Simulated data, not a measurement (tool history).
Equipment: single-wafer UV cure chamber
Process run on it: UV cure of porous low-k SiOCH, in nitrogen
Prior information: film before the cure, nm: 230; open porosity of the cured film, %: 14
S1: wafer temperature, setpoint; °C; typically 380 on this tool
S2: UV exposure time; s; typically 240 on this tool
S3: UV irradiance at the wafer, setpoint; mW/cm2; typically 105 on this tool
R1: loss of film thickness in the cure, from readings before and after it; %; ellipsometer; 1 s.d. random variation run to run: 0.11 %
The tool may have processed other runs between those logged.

{"run": 1, "day": 0.0, "S1": 380, "S2": 240, "S3": 105, "R1": 8.99}
{"run": 2, "day": 0.767, "S1": 380, "S2": 170, "S3": 105, "R1": 7.436}
{"day": 1.283, "done": "quartz window cleaned"}
{"run": 3, "day": 1.45, "S1": 380, "S2": 170, "S3": 105, "R1": 8.041}
{"run": 4, "day": 2.496, "S1": 380, "S2": 170, "S3": 105, "R1": 7.956}
{"run": 5, "day": 3.404, "S1": 380, "S2": 280, "S3": 96, "R1": 9.39}
{"run": 6, "day": 4.729, "S1": 380, "S2": 280, "S3": 96, "R1": 9.161}
{"run": 7, "day": 5.546, "S1": 380, "S2": 280, "S3": 96, "R1": 9.059}
{"day": 7.029, "done": "quartz window cleaned"}
{"run": 8, "day": 7.05, "S1": 368, "S2": 240, "S3": 122, "R1": 9.797}
{"run": 9, "day": 8.196, "S1": 380, "S2": 130, "S3": 105, "R1": 6.685}
{"run": 10, "day": 8.821, "S1": 380, "S2": 130, "S3": 105, "R1": 6.633}
{"run": 11, "day": 9.358, "S1": 380, "S2": 285, "S3": 95, "R1": 9.107}
{"run": 12, "day": 10.854, "S1": 380, "S2": 285, "S3": 95, "R1": 8.837}
{"day": 12.025, "done": "quartz window cleaned"}
{"run": 13, "day": 12.046, "S1": 374, "S2": 185, "S3": 71, "R1": 6.619}
{"day": 13.746, "done": "UV bulbs replaced"}
{"run": 14, "day": 15.346, "S1": 372, "S2": 240, "S3": 142, "R1": 11.711}
{"run": 15, "day": 16.012, "S1": 398, "S2": 340, "S3": 72, "R1": 10.755}
{"run": 16, "day": 17.392, "S1": 380, "S2": 240, "S3": 105, "R1": 10.094}
{"run": 17, "day": 17.975, "S1": 390, "S2": 285, "S3": 105, "R1": 11.222}
{"day": 18.492, "done": "quartz window cleaned"}
{"run": 18, "day": 18.996, "S1": 380, "S2": 240, "S3": 120, "R1": 11.736}
{"run": 19, "day": 20.029, "S1": 380, "S2": 240, "S3": 105, "R1": 10.91}

For run 20, what comes out?
{"run": 20, "day": 21.171, "S1": 397, "S2": 240, "S3": 67, "R1": "?"}

R1: 8.951 %
With no hidden state in the tool, this same run would have given R1 9.55 %.

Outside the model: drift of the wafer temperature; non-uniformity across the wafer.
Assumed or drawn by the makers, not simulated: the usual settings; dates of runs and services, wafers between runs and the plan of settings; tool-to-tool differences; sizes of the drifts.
